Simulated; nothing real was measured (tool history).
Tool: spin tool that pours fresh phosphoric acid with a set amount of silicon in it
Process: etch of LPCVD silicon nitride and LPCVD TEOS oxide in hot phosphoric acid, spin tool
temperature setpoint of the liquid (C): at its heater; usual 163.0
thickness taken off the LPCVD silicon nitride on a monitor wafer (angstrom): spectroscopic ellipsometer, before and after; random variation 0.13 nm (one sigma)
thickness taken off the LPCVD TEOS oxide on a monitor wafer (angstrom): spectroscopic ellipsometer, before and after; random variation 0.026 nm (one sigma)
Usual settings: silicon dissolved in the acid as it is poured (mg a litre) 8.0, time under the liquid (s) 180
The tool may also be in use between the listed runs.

run	hour	temperature setpoint of the liquid (C)	silicon dissolved in the acid as it is poured (mg a litre)	time under the liquid (s)	wafers since the last listed run	hours since the thermometer was replaced	hours since the dissolved silicon flow meter was replaced	hours since the heated supply line was repaired	hours since the gauge calibration	read-back film thickness of the LPCVD silicon nitride reference wafer, read on the same gauge (nm)	read-back film thickness of the LPCVD TEOS oxide reference wafer, read on the same gauge (nm)	thickness taken off the LPCVD silicon nitride on a monitor wafer (angstrom)	thickness taken off the LPCVD TEOS oxide on a monitor wafer (angstrom)
1	0.0	164.0	10.0	120	0	536.4	211.5	197.3	1620.2	110.00	89.990	106.7	6.57
# hour 60.9: gauge calibrated
2	86.8	166.0	10.5	125	490	623.2	298.3	284.1	25.9	110.01	89.990	119.3	8.18
3	182.9	161.5	5.0	285	543	719.3	394.4	380.2	122.0	110.00	89.985	235.4	14.32
# hour 242.4: thermometer replaced
4	264.2	163.0	8.0	180	453	21.8	475.7	461.5	203.3	110.00	90.005	155.0	9.62
5	359.2	161.5	13.5	130	536	116.8	570.7	556.5	298.3	110.02	90.036	106.8	5.31
# hour 374.6: heated supply line repaired, repeated, since the last time left the tool worse
6	467.2	164.5	10.0	225	604	224.8	678.7	92.6	406.3	110.00	90.014	218.3	14.22
7	556.4	161.5	8.0	100	504	314.0	767.9	181.8	495.5	110.00	90.011	87.3	5.45
# hour 592.0: dissolved silicon flow meter replaced
8	641.8	163.0	12.5	180	476	399.4	49.8	267.2	580.9	110.00	89.998	163.9	9.61
9	731.2	163.0	8.0	180	505	488.8	139.2	356.6	670.3	109.99	89.961	164.6	10.85
10	785.5	165.0	4.5	95	306	543.1	193.5	410.9	724.6	110.01	90.022	93.2	7.29
11	852.7	163.0	11.0	180	379	610.3	260.7	478.1	791.8	110.02	90.019	164.3	9.89
12	958.0	163.0	8.0	180	595	715.6	366.0	583.4	897.1	110.01	90.000	162.7	10.58
# hour 979.2: thermometer replaced
13	1037.3	163.0	8.0	230	442	58.1	445.3	662.7	976.4	110.00	89.999	210.6	14.25
14	1078.5	164.0	2.0	235	232	99.3	486.5	703.9	1017.6	110.00	89.996	220.5	17.26
15	1128.5	163.0	8.0	180	282	149.3	536.5	753.9	1067.6	109.99	90.042	163.8	10.41
16	1170.1	163.0	10.0	260	235	190.9	578.1	795.5	1109.2	109.99	90.022	239.6	14.97
17	1228.2	160.5	8.0	180	328	249.0	636.2	853.6	1167.3	110.02	90.013	151.3	8.68
# hour 1247.5: dissolved silicon flow meter replaced
18	1301.0	163.0	12.5	180	405	321.8	53.5	926.4	1240.1	110.01	89.992	161.9	9.10
19	1529.7	163.0	8.0	180	1292	550.5	282.2	1155.1	1468.8	110.00	89.988	163.3	10.20
20	1580.1	161.0	11.5	245	284	600.9	332.6	1205.5	1519.2	110.00	89.974	206.5	10.94
21	1681.3	163.0	2.0	85	571	702.1	433.8	1306.7	1620.4	109.99	89.992	76.2	5.47

Forecast each of these 5 alternatives for the next run:
A	1681.8	163.0	1.5	180	2	702.6	434.3	1307.2	1620.9	?	?	?	?
B	1681.8	162.0	8.0	180	2	702.6	434.3	1307.2	1620.9	?	?	?	?
C	1681.8	163.0	5.0	245	2	702.6	434.3	1307.2	1620.9	?	?	?	?
D	1681.8	163.0	10.0	180	2	702.6	434.3	1307.2	1620.9	?	?	?	?
E	1681.8	166.0	8.0	245	2	702.6	434.3	1307.2	1620.9	?	?	?	?

run	read-back film thickness of the LPCVD silicon nitride reference wafer, read on the same gauge (nm)	read-back film thickness of the LPCVD TEOS oxide reference wafer, read on the same gauge (nm)	thickness taken off the LPCVD silicon nitride on a monitor wafer (angstrom)	thickness taken off the LPCVD TEOS oxide on a monitor wafer (angstrom)
A	109.98	90.000	164.2	11.61
B	109.98	90.000	158.8	9.47
C	109.98	90.000	223.5	14.77
D	109.98	90.000	164.2	9.76
E	109.98	90.000	246.8	17.27
Without the tool's hidden state the same runs would have given:
run	thickness taken off the LPCVD silicon nitride on a monitor wafer (angstrom)	thickness taken off the LPCVD TEOS oxide on a monitor wafer (angstrom)
A	169.1	12.38
B	163.6	10.11
C	230.1	15.75
D	169.1	10.41
E	254.0	18.41

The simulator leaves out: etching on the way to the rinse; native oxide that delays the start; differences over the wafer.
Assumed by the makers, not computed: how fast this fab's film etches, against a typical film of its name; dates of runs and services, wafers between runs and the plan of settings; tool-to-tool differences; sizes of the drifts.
